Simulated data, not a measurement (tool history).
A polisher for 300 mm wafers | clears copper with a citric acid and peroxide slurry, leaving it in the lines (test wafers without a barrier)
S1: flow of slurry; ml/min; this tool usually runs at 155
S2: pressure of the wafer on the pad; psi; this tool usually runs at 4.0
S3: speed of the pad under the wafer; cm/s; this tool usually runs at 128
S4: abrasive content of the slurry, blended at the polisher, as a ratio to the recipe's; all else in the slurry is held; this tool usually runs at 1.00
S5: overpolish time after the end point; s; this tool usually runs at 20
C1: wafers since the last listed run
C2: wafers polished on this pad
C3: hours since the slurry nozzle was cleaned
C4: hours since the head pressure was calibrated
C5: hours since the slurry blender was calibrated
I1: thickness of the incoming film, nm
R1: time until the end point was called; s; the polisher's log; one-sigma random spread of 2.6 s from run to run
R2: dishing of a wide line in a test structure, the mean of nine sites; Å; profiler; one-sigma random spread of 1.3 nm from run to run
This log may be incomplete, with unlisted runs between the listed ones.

run,hour,S1,S2,S3,S4,S5,C1,C2,C3,C4,C5,I1,R1,R2
1,0.0,155,4.0,128,1.00,20,0,987,127.1,456.5,121.2,616.1,166.5,533
# hour 46.0: worn pad replaced by a new one
2,46.5,155,4.0,128,1.00,11,172,1,173.6,503.0,167.7,619.0,164.3,300
3,94.3,155,4.0,128,1.00,11,193,195,221.4,550.8,215.5,611.9,167.1,310
# hour 107.6: head pressure recalibrated
4,142.4,155,3.5,128,1.00,20,187,382,269.5,34.8,263.6,617.0,190.2,477
# hour 161.5: slurry blender recalibrated
5,209.4,155,4.0,128,1.00,20,263,646,336.5,101.8,47.9,616.4,164.2,508
6,274.4,155,4.0,128,1.00,20,263,910,401.5,166.8,112.9,619.6,164.6,500
7,346.1,155,4.0,128,1.00,20,290,1201,473.2,238.5,184.6,618.7,171.4,513
# hour 358.2: worn pad replaced by a new one
8,374.7,155,4.0,128,1.00,20,99,66,501.8,267.1,213.2,631.2,169.0,506
9,432.7,155,4.0,128,1.00,20,235,302,559.8,325.1,271.2,618.5,169.8,512
# hour 455.7: slurry blender recalibrated
10,499.7,200,4.0,128,1.00,20,263,565,626.8,392.1,44.0,615.1,158.4,548
11,528.8,200,4.0,128,1.00,20,118,683,655.9,421.2,73.1,623.9,159.0,523
# hour 579.4: head pressure recalibrated
12,588.9,125,3.0,152,1.15,20,235,919,716.0,9.5,133.2,623.4,198.9,451
13,634.7,155,3.4,154,1.00,20,185,1105,761.8,55.3,179.0,615.2,173.1,513
# hour 674.2: slurry nozzle cleaned
# hour 689.0: worn pad replaced by a new one
# hour 733.1: slurry blender recalibrated
14,739.7,200,4.0,128,1.10,17,397,197,65.5,160.3,6.6,625.6,168.5,451
15,775.9,155,2.8,128,1.00,20,146,344,101.7,196.5,42.8,621.4,254.7,349
16,816.9,155,4.0,128,1.10,20,166,510,142.7,237.5,83.8,622.2,182.9,472
17,870.5,155,3.4,154,1.00,20,217,728,196.3,291.1,137.4,625.7,189.8,488
# hour 902.9: slurry nozzle cleaned, repeated, since the last time left the tool worse
18,925.2,155,4.0,144,0.90,16,217,946,22.3,345.8,192.1,615.9,148.5,454
19,978.8,155,4.9,128,1.00,20,217,1163,75.9,399.4,245.7,624.6,135.4,636
# hour 989.8: slurry blender recalibrated
20,1011.7,155,4.0,128,1.00,20,125,1288,108.8,432.3,21.9,618.3,163.0,510
21,1049.8,200,4.0,112,1.00,26,154,1443,146.9,470.4,60.0,625.6,181.8,630
# hour 1053.7: head pressure recalibrated
# hour 1064.7: worn pad replaced by a new one
22,1091.4,135,4.0,128,1.00,16,144,108,188.5,37.7,101.6,629.3,173.8,424

5 ways to go on from here, each from the tool as it stands after run 22. What would each give?
A,1091.9,155,4.0,128,1.15,20,2,110,189.0,38.2,102.1,621.3,?,?
B,1091.9,155,4.0,170,1.00,20,2,110,189.0,38.2,102.1,621.3,?,?
C,1091.9,115,3.5,128,0.70,14,2,110,189.0,38.2,102.1,621.3,?,?
D,1091.9,155,4.0,128,1.00,31,2,110,189.0,38.2,102.1,621.3,?,?
E,1091.9,155,4.0,128,1.20,20,2,110,189.0,38.2,102.1,621.3,?,?

run,R1,R2
A,167.9,550
B,135.2,656
C,223.9,312
D,173.1,760
E,166.4,554
Without the tool's unlogged condition, the same runs would have read:
run,R1,R2
A,164.5,559
B,132.4,666
C,218.1,319
D,169.5,772
E,163.0,564

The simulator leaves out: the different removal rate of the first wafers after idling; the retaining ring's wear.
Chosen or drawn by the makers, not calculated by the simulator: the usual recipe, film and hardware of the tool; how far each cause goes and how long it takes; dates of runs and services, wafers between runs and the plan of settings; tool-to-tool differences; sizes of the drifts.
